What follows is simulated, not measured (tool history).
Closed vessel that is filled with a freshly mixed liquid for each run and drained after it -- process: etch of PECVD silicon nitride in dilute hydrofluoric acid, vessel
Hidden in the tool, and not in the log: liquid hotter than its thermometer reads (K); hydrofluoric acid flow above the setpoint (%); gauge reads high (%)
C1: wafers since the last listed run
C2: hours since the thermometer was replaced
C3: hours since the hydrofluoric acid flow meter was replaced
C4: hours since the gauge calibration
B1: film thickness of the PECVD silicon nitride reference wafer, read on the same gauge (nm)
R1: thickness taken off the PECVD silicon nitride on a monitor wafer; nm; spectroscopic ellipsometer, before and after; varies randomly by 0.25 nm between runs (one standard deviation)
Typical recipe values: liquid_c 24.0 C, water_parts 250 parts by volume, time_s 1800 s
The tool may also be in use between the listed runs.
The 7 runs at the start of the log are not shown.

{"run": 8, "hour": 295.1, "liquid_c": 24.0, "water_parts": 250, "time_s": 1800, "C1": 1479, "C2": 1505.9, "C3": 504.5, "C4": 1342.4, "B1": 100.0, "R1": 43.19}
{"run": 9, "hour": 324.9, "liquid_c": 24.0, "water_parts": 250, "time_s": 1800, "C1": 1445, "C2": 1535.7, "C3": 534.3, "C4": 1372.2, "B1": 99.98, "R1": 43.42}
{"hour": 353.0, "done": "hydrofluoric acid flow meter replaced"}
{"run": 10, "hour": 365.1, "liquid_c": 24.0, "water_parts": 250, "time_s": 1800, "C1": 1901, "C2": 1575.9, "C3": 12.1, "C4": 1412.4, "B1": 100.0, "R1": 42.17}
{"run": 11, "hour": 506.0, "liquid_c": 24.0, "water_parts": 250, "time_s": 1800, "C1": 6834, "C2": 1716.8, "C3": 153.0, "C4": 1553.3, "B1": 100.0, "R1": 42.68}
{"run": 12, "hour": 566.2, "liquid_c": 24.0, "water_parts": 250, "time_s": 1800, "C1": 2919, "C2": 1777.0, "C3": 213.2, "C4": 1613.5, "B1": 100.02, "R1": 42.97}
{"run": 13, "hour": 595.9, "liquid_c": 24.0, "water_parts": 250, "time_s": 1800, "C1": 1440, "C2": 1806.7, "C3": 242.9, "C4": 1643.2, "B1": 99.98, "R1": 43.32}
{"run": 14, "hour": 637.3, "liquid_c": 24.0, "water_parts": 250, "time_s": 1800, "C1": 2008, "C2": 1848.1, "C3": 284.3, "C4": 1684.6, "B1": 99.99, "R1": 43.28}
{"run": 15, "hour": 670.3, "liquid_c": 24.0, "water_parts": 250, "time_s": 1800, "C1": 1600, "C2": 1881.1, "C3": 317.3, "C4": 1717.6, "B1": 99.99, "R1": 44.32}
{"run": 16, "hour": 697.4, "liquid_c": 24.0, "water_parts": 250, "time_s": 1800, "C1": 1314, "C2": 1908.2, "C3": 344.4, "C4": 1744.7, "B1": 99.98, "R1": 43.58}
{"hour": 701.7, "done": "gauge calibrated"}
{"run": 17, "hour": 740.4, "liquid_c": 24.0, "water_parts": 190, "time_s": 1085, "C1": 2085, "C2": 1951.2, "C3": 387.4, "C4": 38.7, "B1": 100.02, "R1": 34.63}
{"run": 18, "hour": 800.1, "liquid_c": 21.5, "water_parts": 205, "time_s": 1280, "C1": 2895, "C2": 2010.9, "C3": 447.1, "C4": 98.4, "B1": 100.0, "R1": 32.8}
{"run": 19, "hour": 837.1, "liquid_c": 24.0, "water_parts": 250, "time_s": 1515, "C1": 1794, "C2": 2047.9, "C3": 484.1, "C4": 135.4, "B1": 99.98, "R1": 37.25}
{"run": 20, "hour": 900.8, "liquid_c": 24.0, "water_parts": 250, "time_s": 2745, "C1": 3089, "C2": 2111.6, "C3": 547.8, "C4": 199.1, "B1": 100.0, "R1": 68.16}
{"hour": 920.9, "done": "hydrofluoric acid flow meter replaced"}
{"run": 21, "hour": 938.6, "liquid_c": 25.5, "water_parts": 340, "time_s": 2195, "C1": 1784, "C2": 2149.4, "C3": 17.7, "C4": 236.9, "B1": 100.01, "R1": 42.37}
{"hour": 976.5, "done": "thermometer replaced"}
{"run": 22, "hour": 979.0, "liquid_c": 22.5, "water_parts": 250, "time_s": 2475, "C1": 1911, "C2": 2.5, "C3": 58.1, "C4": 277.3, "B1": 100.03, "R1": 47.17}
{"run": 23, "hour": 1045.9, "liquid_c": 24.0, "water_parts": 250, "time_s": 1800, "C1": 3244, "C2": 69.4, "C3": 125.0, "C4": 344.2, "B1": 100.01, "R1": 38.0}

Run 24 has not been measured yet. What should we expect?
{"run": 24, "hour": 1107.4, "liquid_c": 25.5, "water_parts": 370, "time_s": 965, "C1": 2982, "C2": 130.9, "C3": 186.5, "C4": 405.7, "B1": "?", "R1": "?"}

Run 24 yielded B1 100.00, R1 15.42 nm.
On a tool with no hidden condition, and with the same random variation, this run would have come out at R1 14.75 nm.
